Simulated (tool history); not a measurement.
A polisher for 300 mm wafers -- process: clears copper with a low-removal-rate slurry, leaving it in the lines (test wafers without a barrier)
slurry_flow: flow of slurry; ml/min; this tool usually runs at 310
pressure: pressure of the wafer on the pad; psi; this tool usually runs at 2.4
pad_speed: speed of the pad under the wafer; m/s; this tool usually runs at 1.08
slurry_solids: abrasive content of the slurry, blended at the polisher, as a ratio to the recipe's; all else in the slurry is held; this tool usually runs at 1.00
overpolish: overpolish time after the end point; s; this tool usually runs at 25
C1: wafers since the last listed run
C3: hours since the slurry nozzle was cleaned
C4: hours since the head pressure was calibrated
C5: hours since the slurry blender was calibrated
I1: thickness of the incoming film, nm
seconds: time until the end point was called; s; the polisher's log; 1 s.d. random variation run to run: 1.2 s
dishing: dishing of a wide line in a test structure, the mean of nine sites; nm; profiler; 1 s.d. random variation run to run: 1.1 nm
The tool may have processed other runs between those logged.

{"run": 1, "hour": 0.0, "slurry_flow": 310, "pressure": 2.0, "pad_speed": 1.08, "slurry_solids": 1.0, "overpolish": 25, "C1": 0, "wafers polished on this pad": 750, "C3": 294.2, "C4": 341.6, "C5": 112.9, "I1": 328.2, "seconds": 151.3, "dishing": 37.0}
{"hour": 15.7, "done": "worn pad replaced by a new one"}
{"run": 2, "hour": 27.0, "slurry_flow": 310, "pressure": 2.4, "pad_speed": 0.78, "slurry_solids": 1.0, "overpolish": 25, "C1": 120, "wafers polished on this pad": 58, "C3": 321.2, "C4": 368.6, "C5": 139.9, "I1": 323.4, "seconds": 152.1, "dishing": 36.4}
{"run": 3, "hour": 43.0, "slurry_flow": 310, "pressure": 2.4, "pad_speed": 0.78, "slurry_solids": 1.0, "overpolish": 25, "C1": 83, "wafers polished on this pad": 142, "C3": 337.2, "C4": 384.6, "C5": 155.9, "I1": 319.8, "seconds": 157.2, "dishing": 34.5}
{"hour": 50.5, "done": "slurry blender recalibrated"}
{"run": 4, "hour": 78.7, "slurry_flow": 310, "pressure": 2.4, "pad_speed": 1.08, "slurry_solids": 1.0, "overpolish": 25, "C1": 175, "wafers polished on this pad": 318, "C3": 372.9, "C4": 420.3, "C5": 28.2, "I1": 329.9, "seconds": 116.5, "dishing": 41.9}
{"run": 5, "hour": 112.7, "slurry_flow": 310, "pressure": 2.4, "pad_speed": 1.08, "slurry_solids": 1.0, "overpolish": 25, "C1": 177, "wafers polished on this pad": 495, "C3": 406.9, "C4": 454.3, "C5": 62.2, "I1": 327.4, "seconds": 120.5, "dishing": 43.2}
{"run": 6, "hour": 132.4, "slurry_flow": 310, "pressure": 2.4, "pad_speed": 1.08, "slurry_solids": 1.0, "overpolish": 25, "C1": 102, "wafers polished on this pad": 598, "C3": 426.6, "C4": 474.0, "C5": 81.9, "I1": 323.0, "seconds": 122.1, "dishing": 41.9}
{"run": 7, "hour": 166.9, "slurry_flow": 310, "pressure": 2.4, "pad_speed": 1.08, "slurry_solids": 1.0, "overpolish": 25, "C1": 180, "wafers polished on this pad": 778, "C3": 461.1, "C4": 508.5, "C5": 116.4, "I1": 328.0, "seconds": 123.6, "dishing": 40.0}
{"run": 8, "hour": 188.3, "slurry_flow": 240, "pressure": 2.4, "pad_speed": 1.08, "slurry_solids": 1.0, "overpolish": 25, "C1": 111, "wafers polished on this pad": 890, "C3": 482.5, "C4": 529.9, "C5": 137.8, "I1": 325.8, "seconds": 126.4, "dishing": 39.8}
{"run": 9, "hour": 206.4, "slurry_flow": 310, "pressure": 2.4, "pad_speed": 1.08, "slurry_solids": 1.0, "overpolish": 25, "C1": 94, "wafers polished on this pad": 984, "C3": 500.6, "C4": 548.0, "C5": 155.9, "I1": 329.7, "seconds": 130.5, "dishing": 40.4}
{"hour": 219.1, "done": "worn pad replaced by a new one"}
{"hour": 221.3, "done": "slurry blender recalibrated"}
{"run": 10, "hour": 231.8, "slurry_flow": 310, "pressure": 2.4, "pad_speed": 1.08, "slurry_solids": 1.0, "overpolish": 25, "C1": 101, "wafers polished on this pad": 55, "C3": 526.0, "C4": 573.4, "C5": 10.5, "I1": 322.0, "seconds": 110.8, "dishing": 45.1}
{"run": 11, "hour": 249.3, "slurry_flow": 310, "pressure": 2.4, "pad_speed": 1.08, "slurry_solids": 1.0, "overpolish": 25, "C1": 91, "wafers polished on this pad": 147, "C3": 543.5, "C4": 590.9, "C5": 28.0, "I1": 330.4, "seconds": 112.6, "dishing": 43.6}
{"run": 12, "hour": 274.2, "slurry_flow": 310, "pressure": 2.4, "pad_speed": 1.08, "slurry_solids": 1.0, "overpolish": 25, "C1": 129, "wafers polished on this pad": 277, "C3": 568.4, "C4": 615.8, "C5": 52.9, "I1": 323.9, "seconds": 116.1, "dishing": 42.1}
{"run": 13, "hour": 293.8, "slurry_flow": 310, "pressure": 2.4, "pad_speed": 1.08, "slurry_solids": 1.0, "overpolish": 25, "C1": 102, "wafers polished on this pad": 379, "C3": 588.0, "C4": 635.4, "C5": 72.5, "I1": 322.2, "seconds": 117.5, "dishing": 43.9}
{"hour": 314.1, "done": "head pressure recalibrated"}
{"run": 14, "hour": 320.5, "slurry_flow": 310, "pressure": 2.4, "pad_speed": 1.08, "slurry_solids": 1.0, "overpolish": 11, "C1": 128, "wafers polished on this pad": 508, "C3": 614.7, "C4": 6.4, "C5": 99.2, "I1": 323.1, "seconds": 116.3, "dishing": 23.4}
{"run": 15, "hour": 348.8, "slurry_flow": 205, "pressure": 2.4, "pad_speed": 1.4, "slurry_solids": 1.0, "overpolish": 16, "C1": 147, "wafers polished on this pad": 655, "C3": 643.0, "C4": 34.7, "C5": 127.5, "I1": 329.0, "seconds": 98.0, "dishing": 36.3}
{"run": 16, "hour": 368.5, "slurry_flow": 310, "pressure": 1.7, "pad_speed": 1.08, "slurry_solids": 1.15, "overpolish": 25, "C1": 102, "wafers polished on this pad": 758, "C3": 662.7, "C4": 54.4, "C5": 147.2, "I1": 320.1, "seconds": 163.7, "dishing": 33.3}
{"hour": 395.5, "done": "slurry blender recalibrated"}
{"run": 17, "hour": 400.4, "slurry_flow": 310, "pressure": 2.4, "pad_speed": 1.28, "slurry_solids": 1.0, "overpolish": 25, "C1": 156, "wafers polished on this pad": 914, "C3": 694.6, "C4": 86.3, "C5": 4.9, "I1": 321.2, "seconds": 104.7, "dishing": 46.3}
{"hour": 406.6, "done": "slurry nozzle cleaned"}
{"hour": 414.8, "done": "worn pad replaced by a new one"}
{"run": 18, "hour": 429.2, "slurry_flow": 310, "pressure": 2.1, "pad_speed": 1.08, "slurry_solids": 1.0, "overpolish": 25, "C1": 124, "wafers polished on this pad": 74, "C3": 22.6, "C4": 115.1, "C5": 33.7, "I1": 324.3, "seconds": 125.2, "dishing": 39.2}
{"run": 19, "hour": 463.0, "slurry_flow": 310, "pressure": 2.4, "pad_speed": 1.08, "slurry_solids": 0.8, "overpolish": 25, "C1": 176, "wafers polished on this pad": 251, "C3": 56.4, "C4": 148.9, "C5": 67.5, "I1": 327.2, "seconds": 120.3, "dishing": 39.9}
{"run": 20, "hour": 496.3, "slurry_flow": 310, "pressure": 2.7, "pad_speed": 0.7, "slurry_solids": 0.7, "overpolish": 25, "C1": 173, "wafers polished on this pad": 425, "C3": 89.7, "C4": 182.2, "C5": 100.8, "I1": 328.1, "seconds": 180.0, "dishing": 31.7}
{"run": 21, "hour": 540.1, "slurry_flow": 310, "pressure": 2.4, "pad_speed": 1.08, "slurry_solids": 1.0, "overpolish": 25, "C1": 228, "wafers polished on this pad": 653, "C3": 133.5, "C4": 226.0, "C5": 144.6, "I1": 325.2, "seconds": 120.5, "dishing": 42.2}
{"run": 22, "hour": 553.0, "slurry_flow": 310, "pressure": 2.4, "pad_speed": 1.08, "slurry_solids": 1.0, "overpolish": 25, "C1": 67, "wafers polished on this pad": 720, "C3": 146.4, "C4": 238.9, "C5": 157.5, "I1": 320.0, "seconds": 119.8, "dishing": 41.9}
{"hour": 567.4, "done": "slurry blender recalibrated"}
{"run": 23, "hour": 587.3, "slurry_flow": 310, "pressure": 2.9, "pad_speed": 1.08, "slurry_solids": 1.3, "overpolish": 25, "C1": 168, "wafers polished on this pad": 889, "C3": 180.7, "C4": 273.2, "C5": 19.9, "I1": 319.7, "seconds": 95.3, "dishing": 48.6}
{"run": 24, "hour": 604.1, "slurry_flow": 310, "pressure": 2.4, "pad_speed": 0.88, "slurry_solids": 1.0, "overpolish": 14, "C1": 87, "wafers polished on this pad": 977, "C3": 197.5, "C4": 290.0, "C5": 36.7, "I1": 327.9, "seconds": 157.7, "dishing": 23.8}
{"hour": 609.5, "done": "worn pad replaced by a new one"}
{"run": 25, "hour": 632.4, "slurry_flow": 395, "pressure": 2.4, "pad_speed": 1.08, "slurry_solids": 1.15, "overpolish": 25, "C1": 126, "wafers polished on this pad": 119, "C3": 225.8, "C4": 318.3, "C5": 65.0, "I1": 329.5, "seconds": 109.0, "dishing": 44.9}
{"run": 26, "hour": 722.6, "slurry_flow": 310, "pressure": 2.0, "pad_speed": 1.08, "slurry_solids": 1.0, "overpolish": 25, "C1": 470, "wafers polished on this pad": 590, "C3": 316.0, "C4": 408.5, "C5": 155.2, "I1": 328.9, "seconds": 145.9, "dishing": 38.5}
{"hour": 729.1, "done": "slurry blender recalibrated"}
{"run": 27, "hour": 743.2, "slurry_flow": 370, "pressure": 2.4, "pad_speed": 1.08, "slurry_solids": 1.25, "overpolish": 25, "C1": 97, "wafers polished on this pad": 687, "C3": 336.6, "C4": 429.1, "C5": 14.1, "I1": 324.2, "seconds": 113.7, "dishing": 44.7}

Below are 5 alternative next runs, each starting from the tool's condition after run 27. Predict each:
{"run": "A", "hour": 743.7, "slurry_flow": 310, "pressure": 2.4, "pad_speed": 1.26, "slurry_solids": 1.0, "overpolish": 25, "C1": 2, "wafers polished on this pad": 689, "C3": 337.1, "C4": 429.6, "C5": 14.6, "I1": 322.9, "seconds": "?", "dishing": "?"}
{"run": "B", "hour": 743.7, "slurry_flow": 310, "pressure": 2.4, "pad_speed": 0.88, "slurry_solids": 1.0, "overpolish": 25, "C1": 2, "wafers polished on this pad": 689, "C3": 337.1, "C4": 429.6, "C5": 14.6, "I1": 322.9, "seconds": "?", "dishing": "?"}
{"run": "C", "hour": 743.7, "slurry_flow": 310, "pressure": 2.4, "pad_speed": 1.26, "slurry_solids": 0.85, "overpolish": 25, "C1": 2, "wafers polished on this pad": 689, "C3": 337.1, "C4": 429.6, "C5": 14.6, "I1": 322.9, "seconds": "?", "dishing": "?"}
{"run": "D", "hour": 743.7, "slurry_flow": 385, "pressure": 2.7, "pad_speed": 1.08, "slurry_solids": 1.0, "overpolish": 25, "C1": 2, "wafers polished on this pad": 689, "C3": 337.1, "C4": 429.6, "C5": 14.6, "I1": 322.9, "seconds": "?", "dishing": "?"}
{"run": "E", "hour": 743.7, "slurry_flow": 310, "pressure": 3.0, "pad_speed": 1.08, "slurry_solids": 1.0, "overpolish": 35, "C1": 2, "wafers polished on this pad": 689, "C3": 337.1, "C4": 429.6, "C5": 14.6, "I1": 322.9, "seconds": "?", "dishing": "?"}

run=A seconds=104.3 dishing=46.7
run=B seconds=149.4 dishing=37.5
run=C seconds=109.0 dishing=45.5
run=D seconds=106.5 dishing=46.6
run=E seconds=97.4 dishing=58.0
Had the tool no hidden state, the same runs would have come out as:
run=A seconds=94.2 dishing=49.3
run=B seconds=134.9 dishing=40.1
run=C seconds=98.5 dishing=48.2
run=D seconds=96.2 dishing=49.3
run=E seconds=87.9 dishing=60.4
